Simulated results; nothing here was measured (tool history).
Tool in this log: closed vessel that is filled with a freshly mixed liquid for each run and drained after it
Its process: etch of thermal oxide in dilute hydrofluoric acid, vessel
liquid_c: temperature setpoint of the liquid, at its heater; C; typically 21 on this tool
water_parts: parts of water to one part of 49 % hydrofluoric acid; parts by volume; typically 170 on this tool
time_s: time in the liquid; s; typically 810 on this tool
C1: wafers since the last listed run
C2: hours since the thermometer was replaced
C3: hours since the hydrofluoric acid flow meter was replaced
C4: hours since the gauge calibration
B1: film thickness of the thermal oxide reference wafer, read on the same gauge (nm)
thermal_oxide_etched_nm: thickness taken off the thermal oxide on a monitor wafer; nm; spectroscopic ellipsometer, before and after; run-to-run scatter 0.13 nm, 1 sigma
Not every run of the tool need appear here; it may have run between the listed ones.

{"run": 1, "hour": 0.0, "liquid_c": 21, "water_parts": 170, "time_s": 810, "C1": 0, "C2": 131.8, "C3": 333.5, "C4": 240, "B1": 139.99, "thermal_oxide_etched_nm": 16.93}
{"run": 2, "hour": 47.2, "liquid_c": 21, "water_parts": 170, "time_s": 810, "C1": 2964, "C2": 179, "C3": 380.7, "C4": 287.2, "B1": 139.97, "thermal_oxide_etched_nm": 16.82}
{"run": 3, "hour": 100.5, "liquid_c": 20, "water_parts": 170, "time_s": 630, "C1": 3347, "C2": 232.3, "C3": 434, "C4": 340.5, "B1": 139.99, "thermal_oxide_etched_nm": 12.26}
{"run": 4, "hour": 158.2, "liquid_c": 20, "water_parts": 170, "time_s": 630, "C1": 3624, "C2": 290, "C3": 491.7, "C4": 398.2, "B1": 139.99, "thermal_oxide_etched_nm": 12.35}
{"run": 5, "hour": 218.0, "liquid_c": 20, "water_parts": 170, "time_s": 630, "C1": 3755, "C2": 349.8, "C3": 551.5, "C4": 458, "B1": 140, "thermal_oxide_etched_nm": 12.34}
{"run": 6, "hour": 283.2, "liquid_c": 21, "water_parts": 170, "time_s": 620, "C1": 4095, "C2": 415, "C3": 616.7, "C4": 523.2, "B1": 139.98, "thermal_oxide_etched_nm": 12.57}
{"run": 7, "hour": 358.7, "liquid_c": 21, "water_parts": 170, "time_s": 620, "C1": 4741, "C2": 490.5, "C3": 692.2, "C4": 598.7, "B1": 140.01, "thermal_oxide_etched_nm": 12.42}
{"hour": 389.5, "done": "thermometer replaced"}
{"run": 8, "hour": 399.9, "liquid_c": 21, "water_parts": 170, "time_s": 620, "C1": 2524, "C2": 10.4, "C3": 733.4, "C4": 639.9, "B1": 140.01, "thermal_oxide_etched_nm": 12.96}
{"run": 9, "hour": 452.9, "liquid_c": 21, "water_parts": 145, "time_s": 810, "C1": 3328, "C2": 63.4, "C3": 786.4, "C4": 692.9, "B1": 140, "thermal_oxide_etched_nm": 20.25}
{"run": 10, "hour": 502.0, "liquid_c": 21, "water_parts": 145, "time_s": 810, "C1": 3083, "C2": 112.5, "C3": 835.5, "C4": 742, "B1": 140, "thermal_oxide_etched_nm": 20.47}
{"run": 11, "hour": 526.4, "liquid_c": 21, "water_parts": 145, "time_s": 810, "C1": 1532, "C2": 136.9, "C3": 859.9, "C4": 766.4, "B1": 139.99, "thermal_oxide_etched_nm": 20.22}
{"run": 12, "hour": 560.6, "liquid_c": 21, "water_parts": 210, "time_s": 810, "C1": 2148, "C2": 171.1, "C3": 894.1, "C4": 800.6, "B1": 140.01, "thermal_oxide_etched_nm": 12.84}
{"run": 13, "hour": 594.9, "liquid_c": 21, "water_parts": 210, "time_s": 810, "C1": 2154, "C2": 205.4, "C3": 928.4, "C4": 834.9, "B1": 140.01, "thermal_oxide_etched_nm": 13.1}
{"run": 14, "hour": 655.0, "liquid_c": 24.5, "water_parts": 245, "time_s": 585, "C1": 3774, "C2": 265.5, "C3": 988.5, "C4": 895, "B1": 140, "thermal_oxide_etched_nm": 8.72}
{"hour": 734.4, "done": "gauge calibrated"}
{"hour": 807.1, "done": "hydrofluoric acid flow meter replaced"}
{"run": 15, "hour": 837.4, "liquid_c": 21, "water_parts": 170, "time_s": 810, "C1": 11393, "C2": 447.9, "C3": 30.3, "C4": 103, "B1": 139.99, "thermal_oxide_etched_nm": 16.32}
{"run": 16, "hour": 900.1, "liquid_c": 22.5, "water_parts": 170, "time_s": 810, "C1": 3938, "C2": 510.6, "C3": 93, "C4": 165.7, "B1": 139.97, "thermal_oxide_etched_nm": 17.27}
{"run": 17, "hour": 926.7, "liquid_c": 17, "water_parts": 140, "time_s": 1100, "C1": 1670, "C2": 537.2, "C3": 119.6, "C4": 192.3, "B1": 140.02, "thermal_oxide_etched_nm": 23.15}
{"run": 18, "hour": 960.1, "liquid_c": 21, "water_parts": 170, "time_s": 610, "C1": 2097, "C2": 570.6, "C3": 153, "C4": 225.7, "B1": 139.98, "thermal_oxide_etched_nm": 12.12}
{"hour": 989.4, "done": "thermometer replaced"}
{"run": 19, "hour": 997.5, "liquid_c": 21, "water_parts": 170, "time_s": 810, "C1": 2286, "C2": 8.1, "C3": 190.4, "C4": 263.1, "B1": 140.01, "thermal_oxide_etched_nm": 16.98}
{"run": 20, "hour": 1034.0, "liquid_c": 21, "water_parts": 170, "time_s": 810, "C1": 2292, "C2": 44.6, "C3": 226.9, "C4": 299.6, "B1": 140, "thermal_oxide_etched_nm": 16.82}
{"run": 21, "hour": 1105.3, "liquid_c": 21, "water_parts": 215, "time_s": 1055, "C1": 4478, "C2": 115.9, "C3": 298.2, "C4": 370.9, "B1": 140.02, "thermal_oxide_etched_nm": 16.68}
{"run": 22, "hour": 1129.8, "liquid_c": 21, "water_parts": 235, "time_s": 810, "C1": 1538, "C2": 140.4, "C3": 322.7, "C4": 395.4, "B1": 139.98, "thermal_oxide_etched_nm": 11.29}
{"run": 23, "hour": 1170.9, "liquid_c": 21, "water_parts": 140, "time_s": 680, "C1": 2581, "C2": 181.5, "C3": 363.8, "C4": 436.5, "B1": 140.02, "thermal_oxide_etched_nm": 17.43}
{"run": 24, "hour": 1211.7, "liquid_c": 21, "water_parts": 170, "time_s": 810, "C1": 2562, "C2": 222.3, "C3": 404.6, "C4": 477.3, "B1": 140, "thermal_oxide_etched_nm": 16.47}
{"run": 25, "hour": 1368.1, "liquid_c": 21, "water_parts": 170, "time_s": 810, "C1": 9823, "C2": 378.7, "C3": 561, "C4": 633.7, "B1": 140, "thermal_oxide_etched_nm": 16.32}
{"run": 26, "hour": 1424.3, "liquid_c": 21, "water_parts": 145, "time_s": 810, "C1": 3529, "C2": 434.9, "C3": 617.2, "C4": 689.9, "B1": 139.98, "thermal_oxide_etched_nm": 19.44}
{"run": 27, "hour": 1452.9, "liquid_c": 23, "water_parts": 245, "time_s": 660, "C1": 1796, "C2": 463.5, "C3": 645.8, "C4": 718.5, "B1": 139.99, "thermal_oxide_etched_nm": 9.25}

What if the next run were any one of these 4? Each begins from the tool's condition after run 27:
{"run": "A", "hour": 1453.8, "liquid_c": 21, "water_parts": 170, "time_s": 810, "C1": 56, "C2": 464.4, "C3": 646.7, "C4": 719.4, "B1": "?", "thermal_oxide_etched_nm": "?"}
{"run": "B", "hour": 1453.8, "liquid_c": 18.5, "water_parts": 170, "time_s": 810, "C1": 56, "C2": 464.4, "C3": 646.7, "C4": 719.4, "B1": "?", "thermal_oxide_etched_nm": "?"}
{"run": "C", "hour": 1453.8, "liquid_c": 19, "water_parts": 240, "time_s": 1045, "C1": 56, "C2": 464.4, "C3": 646.7, "C4": 719.4, "B1": "?", "thermal_oxide_etched_nm": "?"}
{"run": "D", "hour": 1453.8, "liquid_c": 24, "water_parts": 170, "time_s": 810, "C1": 56, "C2": 464.4, "C3": 646.7, "C4": 719.4, "B1": "?", "thermal_oxide_etched_nm": "?"}

run=A B1=140.02 thermal_oxide_etched_nm=16.12
run=B B1=140.02 thermal_oxide_etched_nm=14.58
run=C B1=140.02 thermal_oxide_etched_nm=12.75
run=D B1=140.02 thermal_oxide_etched_nm=18.12
Take away the tool's hidden state, keep each run's random variation, and the runs would have read:
run=A thermal_oxide_etched_nm=17.12
run=B thermal_oxide_etched_nm=15.51
run=C thermal_oxide_etched_nm=13.52
run=D thermal_oxide_etched_nm=19.2
